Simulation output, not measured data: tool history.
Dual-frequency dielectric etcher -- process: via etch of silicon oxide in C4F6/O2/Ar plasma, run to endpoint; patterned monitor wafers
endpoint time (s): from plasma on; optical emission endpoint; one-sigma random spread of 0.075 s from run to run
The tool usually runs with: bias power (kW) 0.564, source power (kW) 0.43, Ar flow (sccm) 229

run	hour	bias power (kW)	source power (kW)	Ar flow (sccm)	wafers since the last listed run	hours since the last wet clean	hours since the last bias power generator calibration	hours since the last source power generator calibration	hours since the last Ar flow controller change	hours since the last upper electrode change	incoming incoming film thickness, nm	endpoint time (s)
1	0	0.658	0.43	229	0	6.9	3478.4	4023.1	5134.2	3385.7	126.2	24
2	51.7	0.658	0.43	229	542	58.6	3530.1	4074.8	5185.9	3437.4	126.1	23.9
3	147	0.564	0.43	229	999	153.9	3625.4	4170.1	5281.2	3532.7	126.2	25.1
4	232.4	0.564	0.43	229	895	239.3	3710.8	4255.5	5366.6	3618.1	125.8	25.1
5	273.5	0.564	0.43	229	430	280.4	3751.9	4296.6	5407.7	3659.2	124.4	24.7
# hour 353.7: upper electrode replaced
# hour 480.3: bias power generator calibrated
6	493	0.564	0.43	229	2008	499.9	12.7	4516.1	5627.2	139.3	126.2	24.7
7	561.9	0.653	0.5	229	722	568.8	81.6	4585	5696.1	208.2	125.5	21.7
# hour 621.1: wet clean of the chamber
8	632.6	0.564	0.43	229	489	11.5	152.3	4655.7	5766.8	278.9	125.2	25.3
9	704.8	0.564	0.34	229	757	83.7	224.5	4727.9	5839	351.1	125	28.1
# hour 734: Ar flow controller replaced
10	743.7	0.564	0.43	243	344	122.6	263.4	4766.8	9.7	390	125.4	25.5
11	825.6	0.564	0.48	178	858	204.5	345.3	4848.7	91.6	471.9	124.9	22.8
# hour 843: source power generator calibrated
12	888.2	0.564	0.34	229	614	267.1	407.9	45.2	154.2	534.5	124.7	27.8
13	982.5	0.564	0.4	229	988	361.4	502.2	139.5	248.5	628.8	124.2	25.5
14	1062	0.678	0.47	174	833	440.9	581.7	219	328	708.3	125.3	21.1

Branching from run 14: 5 alternative next runs. What would each branch give?
A	1062.4	0.465	0.43	229	4	441.3	582.1	219.4	328.4	708.7	124.8	?
B	1062.4	0.452	0.43	205	4	441.3	582.1	219.4	328.4	708.7	124.8	?
C	1062.4	0.664	0.51	276	4	441.3	582.1	219.4	328.4	708.7	124.8	?
D	1062.4	0.614	0.5	206	4	441.3	582.1	219.4	328.4	708.7	124.8	?
E	1062.4	0.68	0.47	278	4	441.3	582.1	219.4	328.4	708.7	124.8	?

run	endpoint time (s)
A	26.1
B	25.9
C	22.1
D	21.7
E	22.7
Take away the tool's hidden state, keep each run's random variation, and the runs would have read:
run	endpoint time (s)
A	26.6
B	26.3
C	22.4
D	22.1
E	23.1

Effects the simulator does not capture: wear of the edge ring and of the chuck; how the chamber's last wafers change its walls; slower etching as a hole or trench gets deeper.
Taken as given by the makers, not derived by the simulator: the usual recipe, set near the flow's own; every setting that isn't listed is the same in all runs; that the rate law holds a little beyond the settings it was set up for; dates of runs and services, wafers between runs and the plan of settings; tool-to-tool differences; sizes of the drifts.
